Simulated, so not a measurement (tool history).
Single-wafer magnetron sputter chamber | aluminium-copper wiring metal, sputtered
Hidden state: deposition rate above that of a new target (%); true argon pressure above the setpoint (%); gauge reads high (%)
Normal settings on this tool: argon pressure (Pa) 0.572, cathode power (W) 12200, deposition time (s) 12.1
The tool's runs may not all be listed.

run	hour	argon pressure (Pa)	cathode power (W)	deposition time (s)	wafers since the last listed run	wafers on the sputter target	hours since the last manometer calibration	hours since the magnet pack was replaced	hours since the gauge calibration	read-back reference wafer on the same gauge, thickness_nm	mean film thickness on the monitor wafer (Å)
1	0.0	0.572	12200	12.1	0	7961	969.7	7238.7	1212.4	262.984	2249.85
2	41.8	0.572	12200	12.1	1286	9248	1011.5	7280.5	1254.2	262.922	2232.92
3	89.1	0.572	12200	13.8	1456	10704	1058.8	7327.8	1301.5	263.082	2556.69
4	132.9	0.572	12200	13.8	1348	12052	1102.6	7371.6	1345.3	263.020	2549.10
# hour 149.8: sputter target and shields replaced
5	178.2	0.572	12200	13.8	1148	875	1147.9	7416.9	1390.6	262.984	2554.09
6	240.5	0.572	11150	12.1	1917	2793	1210.2	7479.2	1452.9	263.105	2067.92
7	298.8	0.572	12200	13.7	1794	4588	1268.5	7537.5	1511.2	262.874	2526.32
8	363.7	0.572	12200	13.7	1997	6586	1333.4	7602.4	1576.1	262.988	2523.05
9	401.1	0.526	12200	12.1	1151	7737	1370.8	7639.8	1613.5	262.940	2293.14
10	427.8	0.526	12200	12.1	821	8559	1397.5	7666.5	1640.2	262.834	2291.71
# hour 513.9: sputter target and shields replaced
11	573.1	0.526	12200	12.1	4226	1821	1542.8	7811.8	1785.5	263.130	2288.31
12	641.4	0.572	12200	12.1	2102	3924	1611.1	7880.1	1853.8	262.987	2214.19
13	676.2	0.572	12200	12.1	1071	4995	1645.9	7914.9	1888.6	262.965	2206.19
# hour 697.9: gauge calibrated
14	718.2	0.572	12200	12.1	1292	6288	1687.9	7956.9	20.3	262.894	2214.26
# hour 796.5: magnet pack replaced
15	882.5	0.351	12200	13.1	4811	11100	1852.2	86.0	184.6	263.117	2760.36
# hour 915.8: sputter target and shields replaced
16	920.7	0.572	10350	10.7	929	151	1890.4	124.2	222.8	263.046	1690.20
# hour 965.5: capacitance manometer re-zeroed and calibrated
17	966.0	0.752	10750	9.8	1148	1299	0.5	169.5	268.1	262.946	1502.89
18	989.7	0.572	12200	13.7	729	2029	24.2	193.2	291.8	262.856	2574.22
19	1034.1	0.572	14950	14.4	1366	3395	68.6	237.6	336.2	263.121	3224.87
20	1067.4	0.572	12200	12.1	1025	4421	101.9	270.9	369.5	263.023	2275.53
21	1130.6	0.766	14500	12.8	1945	6366	165.1	334.1	432.7	263.123	2500.41
22	1175.9	0.735	12200	9.8	1394	7761	210.4	379.4	478.0	263.019	1684.60
23	1233.9	0.572	12200	12.1	1785	9546	268.4	437.4	536.0	262.944	2277.58
24	1296.0	0.459	12200	12.1	1911	11458	330.5	499.5	598.1	262.979	2433.20
# hour 1363.6: sputter target and shields replaced
25	1364.1	0.483	12200	12.1	1850	14	398.6	567.6	666.2	263.230	2400.59
26	1406.6	0.572	12200	13.8	1308	1322	441.1	610.1	708.7	262.935	2588.00
27	1437.8	0.572	13050	12.1	960	2283	472.3	641.3	739.9	262.981	2411.78
28	1491.8	0.478	12200	12.1	1662	3945	526.3	695.3	793.9	263.022	2411.92
29	1527.3	0.772	12200	11.0	1092	5038	561.8	730.8	829.4	263.071	1841.50
30	1564.8	0.373	14000	12.1	1154	6193	599.3	768.3	866.9	263.061	2871.05
31	1617.8	0.572	12200	13.7	1631	7824	652.3	821.3	919.9	262.852	2571.94
32	1673.0	0.572	13350	12.1	1699	9524	707.5	876.5	975.1	263.004	2450.08
33	1712.8	0.633	14300	11.1	1225	10749	747.3	916.3	1014.9	263.098	2295.27
34	1743.5	0.572	12200	12.1	945	11694	778.0	947.0	1045.6	262.896	2262.52

For each entry between runs, how does the tool's hidden state at the last listed run before it compare with that at the first listed run after it?
After run 4, before run 5: sputter target and shields replaced (hour 149.8)
  true argon pressure above the setpoint (%): 3.32 -> 3.54
  measured less the result without the state, mean film thickness on the monitor wafer (Å): -28.85 -> -30.79
After run 10, before run 11: sputter target and shields replaced (hour 513.9)
  true argon pressure above the setpoint (%): 4.88 -> 5.78
  measured less the result without the state, mean film thickness on the monitor wafer (Å): -34.93 -> -41.36
After run 13, before run 14: gauge calibrated (hour 697.9)
  true argon pressure above the setpoint (%): 6.48 -> 6.77
  measured less the result without the state, mean film thickness on the monitor wafer (Å): -48.84 -> -51.28
After run 14, before run 15: magnet pack replaced (hour 796.5)
  true argon pressure above the setpoint (%): 6.77 -> 8
  measured less the result without the state, mean film thickness on the monitor wafer (Å): -51.28 -> -43.34
After run 15, before run 16: sputter target and shields replaced (hour 915.8)
  true argon pressure above the setpoint (%): 8 -> 8.3
  measured less the result without the state, mean film thickness on the monitor wafer (Å): -43.34 -> -48.06
After run 16, before run 17: capacitance manometer re-zeroed and calibrated (hour 965.5)
  true argon pressure above the setpoint (%): 8.3 -> -1.68
  measured less the result without the state, mean film thickness on the monitor wafer (Å): -48.06 -> +11.20
After run 24, before run 25: sputter target and shields replaced (hour 1363.6)
  true argon pressure above the setpoint (%): -1.45 -> -1.34
  measured less the result without the state, mean film thickness on the monitor wafer (Å): +9.42 -> +9.12

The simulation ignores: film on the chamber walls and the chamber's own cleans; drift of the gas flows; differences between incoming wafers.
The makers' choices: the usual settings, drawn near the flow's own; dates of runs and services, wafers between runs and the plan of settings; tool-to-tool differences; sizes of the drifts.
